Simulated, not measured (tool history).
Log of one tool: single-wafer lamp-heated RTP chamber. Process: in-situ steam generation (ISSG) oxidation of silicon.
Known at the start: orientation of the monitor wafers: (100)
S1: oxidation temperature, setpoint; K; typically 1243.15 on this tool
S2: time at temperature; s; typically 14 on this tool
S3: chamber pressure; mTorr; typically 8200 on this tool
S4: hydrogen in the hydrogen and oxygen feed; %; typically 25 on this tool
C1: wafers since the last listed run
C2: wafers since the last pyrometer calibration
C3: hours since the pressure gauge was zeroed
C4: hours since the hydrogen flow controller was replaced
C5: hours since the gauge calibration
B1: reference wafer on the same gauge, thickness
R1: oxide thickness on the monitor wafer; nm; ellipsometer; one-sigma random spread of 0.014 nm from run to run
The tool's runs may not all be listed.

run,hour,S1,S2,S3,S4,C1,C2,C3,C4,C5,B1,R1
1,0,1243.15,14,8200,25,0,2168,689.7,2992.4,1437.8,4.099,4.435
2,90.2,1243.15,14,8200,25,547,2716,779.9,3082.6,1528,4.103,4.454
# hour 126.7: pyrometer window cleaned and pyrometer calibrated
3,171.7,1243.15,14,8200,25,446,272,861.4,3164.1,1609.5,4.094,4.439
4,250.6,1243.15,14,8200,25,478,751,940.3,3243,1688.4,4.089,4.477
5,339.6,1243.15,14,8200,25,540,1292,1029.3,3332,1777.4,4.088,4.438
6,384.8,1243.15,14,8200,25,274,1566,1074.5,3377.2,1822.6,4.089,4.459
7,478.7,1243.15,14,8200,25,569,2136,1168.4,3471.1,1916.5,4.079,4.429
8,557.3,1243.15,14,8200,25,477,2613,1247,3549.7,1995.1,4.079,4.432
# hour 635.6: pyrometer window cleaned and pyrometer calibrated
9,663.4,1243.15,14,8200,25,595,168,1353.1,3655.8,2101.2,4.078,4.442
# hour 681.3: gauge calibrated
10,727.9,1243.15,12,8200,25,391,560,1417.6,3720.3,46.6,4.185,4.28
11,767.9,1243.15,12,8200,25,242,802,1457.6,3760.3,86.6,4.182,4.282
12,820.4,1243.15,14,8200,25,318,1121,1510.1,3812.8,139.1,4.181,4.529
# hour 839.8: pressure gauge zeroed
13,856.8,1243.15,14,7300,25,172,1294,17,3849.2,175.5,4.177,4.521
14,952.1,1255.15,14,8700,28,578,1872,112.3,3944.5,270.8,4.174,4.843
15,1035.8,1243.15,14,8200,25,508,2380,196,4028.2,354.5,4.17,4.524
16,1141.9,1260.15,10,9400,25,644,3024,302.1,4134.3,460.6,4.164,4.087
# hour 1169.3: pyrometer window cleaned and pyrometer calibrated
17,1213.5,1252.15,14,7400,18,386,268,373.7,4205.9,532.2,4.157,4.286
# hour 1278.8: hydrogen flow controller replaced
18,1313.8,1243.15,14,8200,25,560,828,474,35,632.5,4.158,4.504
19,1393.3,1231.15,14,7200,29,482,1311,553.5,114.5,712,4.155,4.549
20,1454.6,1243.15,14,8200,25,372,1683,614.8,175.8,773.3,4.155,4.509
21,1575.1,1250.15,14,7400,32,731,2414,735.3,296.3,893.8,4.148,4.945
# hour 1603.9: pyrometer window cleaned and pyrometer calibrated
22,1621.4,1243.15,14,8200,20,232,106,781.6,342.6,940.1,4.146,4.265
23,1669.6,1259.15,14,8200,32,292,399,829.8,390.8,988.3,4.145,5.047
24,1737.4,1226.15,14,8200,25,411,810,897.6,458.6,1056.1,4.146,4.29

Each row is a separate what-if for the run after 24, all from the same tool condition, not one after another. Results?
A,1737.8,1236.15,14,8200,25,2,813,898,459,1056.5,?,?
B,1737.8,1243.15,16,6900,25,2,813,898,459,1056.5,?,?
C,1737.8,1253.15,14,9400,25,2,813,898,459,1056.5,?,?

run,B1,R1
A,4.14,4.423
B,4.14,4.756
C,4.14,4.584
With no hidden state in the tool, these same runs would have given:
run,R1
A,4.465
B,4.801
C,4.628
